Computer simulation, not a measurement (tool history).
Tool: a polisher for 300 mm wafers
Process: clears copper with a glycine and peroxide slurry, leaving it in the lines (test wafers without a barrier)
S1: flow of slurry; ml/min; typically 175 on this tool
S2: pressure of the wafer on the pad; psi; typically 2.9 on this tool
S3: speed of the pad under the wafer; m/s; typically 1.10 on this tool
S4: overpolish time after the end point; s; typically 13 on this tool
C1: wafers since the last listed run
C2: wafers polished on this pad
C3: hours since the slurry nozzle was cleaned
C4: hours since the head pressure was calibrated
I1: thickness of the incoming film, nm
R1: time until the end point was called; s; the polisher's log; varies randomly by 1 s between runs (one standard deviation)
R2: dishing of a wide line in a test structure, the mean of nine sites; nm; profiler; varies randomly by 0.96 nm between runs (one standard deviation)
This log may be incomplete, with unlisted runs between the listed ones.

run	hour	S1	S2	S3	S4	C1	C2	C3	C4	I1	R1	R2
1	0.0	175	3.7	1.10	13	0	766	621.6	579.7	489.8	61.4	45.8
2	36.7	175	2.9	1.10	13	396	1163	658.3	616.4	488.0	77.3	40.9
3	75.8	175	2.9	1.10	13	422	1585	697.4	655.5	495.8	75.8	41.4
# hour 83.4: slurry nozzle cleaned
# hour 95.2: head pressure recalibrated
4	270.4	160	3.6	1.10	13	2070	3656	187.0	175.2	488.0	69.1	42.5
5	328.4	175	2.9	1.10	13	626	4282	245.0	233.2	485.5	81.3	39.1
6	434.4	175	2.9	1.10	13	1145	5428	351.0	339.2	490.5	79.9	40.5
7	479.2	150	2.9	1.10	17	484	5912	395.8	384.0	485.7	79.4	47.6
# hour 517.8: worn pad replaced by a new one
8	582.1	150	2.9	1.10	17	1068	694	498.7	486.9	491.3	79.7	48.3
9	659.6	175	2.9	1.10	13	837	1531	576.2	564.4	490.6	77.6	41.4
# hour 676.3: head pressure recalibrated
# hour 692.0: slurry nozzle cleaned
10	700.6	175	2.4	1.10	13	410	1942	8.6	24.3	480.8	93.3	35.8
11	738.5	175	2.9	1.38	13	409	2351	46.5	62.2	488.7	66.1	44.5
12	825.4	175	2.9	1.38	13	938	3290	133.4	149.1	487.6	65.7	44.6
13	899.9	175	2.9	1.38	13	804	4095	207.9	223.6	484.8	64.5	43.8
14	993.8	175	2.9	1.10	17	1014	5110	301.8	317.5	486.3	76.8	48.2
15	1040.2	175	2.9	1.10	17	501	5611	348.2	363.9	498.4	79.8	48.1
# hour 1088.4: worn pad replaced by a new one
16	1130.3	175	2.9	1.10	17	930	452	438.3	454.0	489.1	76.0	47.4
17	1213.0	175	2.9	1.10	13	893	1346	521.0	536.7	493.7	78.7	40.7
# hour 1232.2: head pressure recalibrated
18	1284.9	175	2.4	1.10	13	755	2101	592.9	52.7	491.0	95.3	36.5
# hour 1360.6: slurry nozzle cleaned
19	1375.8	220	3.2	1.26	18	971	3072	15.2	143.6	479.9	64.0	51.6
20	1450.1	215	2.5	0.86	8	802	3875	89.5	217.9	492.6	108.0	24.1
21	1528.1	195	2.1	1.10	7	842	4718	167.5	295.9	495.1	102.3	23.0
22	1598.7	175	2.9	1.10	13	762	5481	238.1	366.5	482.8	76.9	41.5
23	1652.8	175	2.3	1.10	13	584	6065	292.2	420.6	501.2	93.3	36.5
# hour 1679.3: worn pad replaced by a new one
24	1691.2	175	2.9	1.10	13	371	128	330.6	459.0	499.0	78.3	41.3
25	1746.5	175	2.9	1.10	5	597	726	385.9	514.3	498.1	77.6	20.9
# hour 1792.7: head pressure recalibrated
26	1833.7	175	2.9	1.24	13	920	1646	473.1	41.0	490.9	73.6	41.9

Predict the results of run 27:
27	1894.1	175	2.9	1.10	13	652	2299	533.5	101.4	487.7	?	?

{"run 27": {"R1": 80.7, "R2": 39.2}}
Were there no unlogged condition in the tool, this run, its random variation unchanged, would have produced R1 82.4 s, R2 38.6 nm.
